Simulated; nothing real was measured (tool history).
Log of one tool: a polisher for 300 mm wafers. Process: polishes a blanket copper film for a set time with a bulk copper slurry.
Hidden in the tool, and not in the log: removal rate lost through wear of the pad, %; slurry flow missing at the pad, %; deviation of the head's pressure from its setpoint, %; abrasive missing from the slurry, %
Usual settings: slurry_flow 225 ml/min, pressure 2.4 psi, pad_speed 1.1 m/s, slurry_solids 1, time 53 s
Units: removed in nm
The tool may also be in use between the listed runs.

run	hour	slurry_flow	pressure	pad_speed	slurry_solids	time	wafers since the last listed run	wafers polished on this pad	hours since the slurry nozzle was cleaned	hours since the head pressure was calibrated	hours since the slurry blender was calibrated	incoming thickness of the incoming film, nm	removed
1	0	225	2.4	1.1	1	53	0	680	388.1	491	189.1	4411.4	435.4
# hour 46.1: slurry nozzle cleaned
2	72.7	225	2.4	1.1	1	53	697	1377	26.6	563.7	261.8	4494.3	421.4
3	143.7	225	2.4	1.1	1	53	690	2067	97.6	634.7	332.8	4437.2	412.5
# hour 165.7: slurry blender recalibrated
4	209.7	225	2.4	1.1	1	53	622	2690	163.6	700.7	44	4514.8	401.6
# hour 283.3: worn pad replaced by a new one
5	295.4	225	2.4	1.1	1	53	794	117	249.3	786.4	129.7	4455.6	422.7
6	397	225	2.4	1.34	1	53	987	1105	350.9	888	231.3	4473.4	497.9
# hour 441.7: slurry nozzle cleaned
7	486.9	225	2.4	1.34	1	53	864	1969	45.2	977.9	321.2	4422.6	495.3
# hour 567.9: slurry blender recalibrated
8	588.4	225	2.4	1.34	1	53	967	2937	146.7	1079.4	20.5	4507.6	469.2
# hour 624.3: head pressure recalibrated
9	652.3	225	2.4	1.1	1	53	601	3538	210.6	28	84.4	4417.5	385.5
10	705.7	225	2.4	1.1	1	53	519	4058	264	81.4	137.8	4509.4	374.5
# hour 729.9: worn pad replaced by a new one, of another model than before
11	743.6	225	2.4	1.1	1	53	329	133	301.9	119.3	175.7	4356.9	427.4
# hour 797.4: slurry nozzle cleaned
12	810.3	225	2.4	1.1	1	53	638	772	12.9	186	242.4	4401.8	424.9
13	874.6	225	2.4	1.1	1	53	625	1397	77.2	250.3	306.7	4516.2	420.2
# hour 926: slurry blender recalibrated
14	939.8	225	2.4	1.1	1	53	614	2011	142.4	315.5	13.8	4463.4	407.3
15	983.5	225	1.8	1.1	1	48	424	2436	186.1	359.2	57.5	4454.3	305.6
16	1074.9	295	2.4	1.4	1	53	888	3325	277.5	450.6	148.9	4482.5	464.1
# hour 1106.1: worn pad replaced by a new one
17	1135.4	155	1.7	1.34	0.7	53	549	284	338	511.1	209.4	4510.5	355.9
18	1229	225	2.4	1.1	1.25	53	909	1194	431.6	604.7	303	4509.8	434
# hour 1232.4: slurry nozzle cleaned
19	1315.7	225	2.4	0.78	0.8	36	833	2027	83.3	691.4	389.7	4386.5	220.9
# hour 1392.8: slurry blender recalibrated
20	1397.8	225	3	1.1	1	53	778	2806	165.4	773.5	5	4466.5	467
# hour 1494: worn pad replaced by a new one
# hour 1618.7: slurry nozzle cleaned
21	1701.7	225	2.7	1.46	0.8	60	2905	2009	83	1077.4	308.9	4468.6	599.9
22	1772.7	225	2.4	1.34	1	53	690	2700	154	1148.4	379.9	4494.9	456.2
# hour 1775.9: head pressure recalibrated
23	1817	225	1.8	1.1	1	60	411	3111	198.3	41.1	424.2	4439	373.4
24	1854.6	225	2.4	1.1	1	48	365	3476	235.9	78.7	461.8	4454.7	357.6
# hour 1860: slurry blender recalibrated
# hour 1912: worn pad replaced by a new one
25	1940.1	225	2	1.1	1	53	772	272	321.4	164.2	80.1	4504.1	386.8
# hour 1988: slurry nozzle cleaned
26	2033.2	225	2.4	1.28	1	53	895	1168	45.2	257.3	173.2	4450.1	472.1

Hidden state at the last listed run before each entry between runs and at the first one after, where it differs:
Between runs 1 and 2: slurry nozzle cleaned (hour 46.1)
  removal rate lost through wear of the pad, %: 0.583 -> 1.69
  measured less the result without the state, removed: -2.5 -> -7.2 nm
Between runs 3 and 4: slurry blender recalibrated (hour 165.7)
  removal rate lost through wear of the pad, %: 3.5 -> 5.82
  measured less the result without the state, removed: -15 -> -24.9 nm
Between runs 4 and 5: worn pad replaced by a new one (hour 283.3)
  removal rate lost through wear of the pad, %: 5.82 -> 0.867
  measured less the result without the state, removed: -24.9 -> -3.7 nm
Between runs 6 and 7: slurry nozzle cleaned (hour 441.7)
  removal rate lost through wear of the pad, %: 1.78 -> 3.82
  measured less the result without the state, removed: -9 -> -19.7 nm
Between runs 7 and 8: slurry blender recalibrated (hour 567.9)
  removal rate lost through wear of the pad, %: 3.82 -> 7.51
  measured less the result without the state, removed: -19.7 -> -38.1 nm
Between runs 8 and 9: head pressure recalibrated (hour 624.3)
  removal rate lost through wear of the pad, %: 7.51 -> 10.6
  measured less the result without the state, removed: -38.1 -> -45.6 nm
Between runs 10 and 11: worn pad replaced by a new one, of another model than before (hour 729.9)
  removal rate lost through wear of the pad, %: 13.6 -> 1.31
  measured less the result without the state, removed: -58.9 -> -5.6 nm
Between runs 11 and 12: slurry nozzle cleaned (hour 797.4)
  removal rate lost through wear of the pad, %: 1.31 -> 1.75
  measured less the result without the state, removed: -5.6 -> -7.6 nm
Between runs 13 and 14: slurry blender recalibrated (hour 926)
  removal rate lost through wear of the pad, %: 2.79 -> 4.44
  measured less the result without the state, removed: -12.1 -> -19 nm
Between runs 16 and 17: worn pad replaced by a new one (hour 1106.1)
  removal rate lost through wear of the pad, %: 9.8 -> 0.745
  measured less the result without the state, removed: -50.4 -> -2.7 nm
Between runs 18 and 19: slurry nozzle cleaned (hour 1232.4)
  removal rate lost through wear of the pad, %: 1.76 -> 3.82
  measured less the result without the state, removed: -7.8 -> -8.8 nm
Between runs 19 and 20: slurry blender recalibrated (hour 1392.8)
  removal rate lost through wear of the pad, %: 3.82 -> 6.76
  measured less the result without the state, removed: -8.8 -> -33.9 nm
Between runs 20 and 21: worn pad replaced by a new one (hour 1494); slurry nozzle cleaned (hour 1618.7)
  removal rate lost through wear of the pad, %: 6.76 -> 3.08
  measured less the result without the state, removed: -33.9 -> -19.1 nm
Between runs 22 and 23: head pressure recalibrated (hour 1775.9)
  removal rate lost through wear of the pad, %: 5.55 -> 7.45
  measured less the result without the state, removed: -26.8 -> -30.1 nm
Between runs 24 and 25: slurry blender recalibrated (hour 1860); worn pad replaced by a new one (hour 1912)
  removal rate lost through wear of the pad, %: 9.29 -> 0.275
  measured less the result without the state, removed: -36.6 -> -1.1 nm
Between runs 25 and 26: slurry nozzle cleaned (hour 1988)
  removal rate lost through wear of the pad, %: 0.275 -> 1.27
  measured less the result without the state, removed: -1.1 -> -6.1 nm
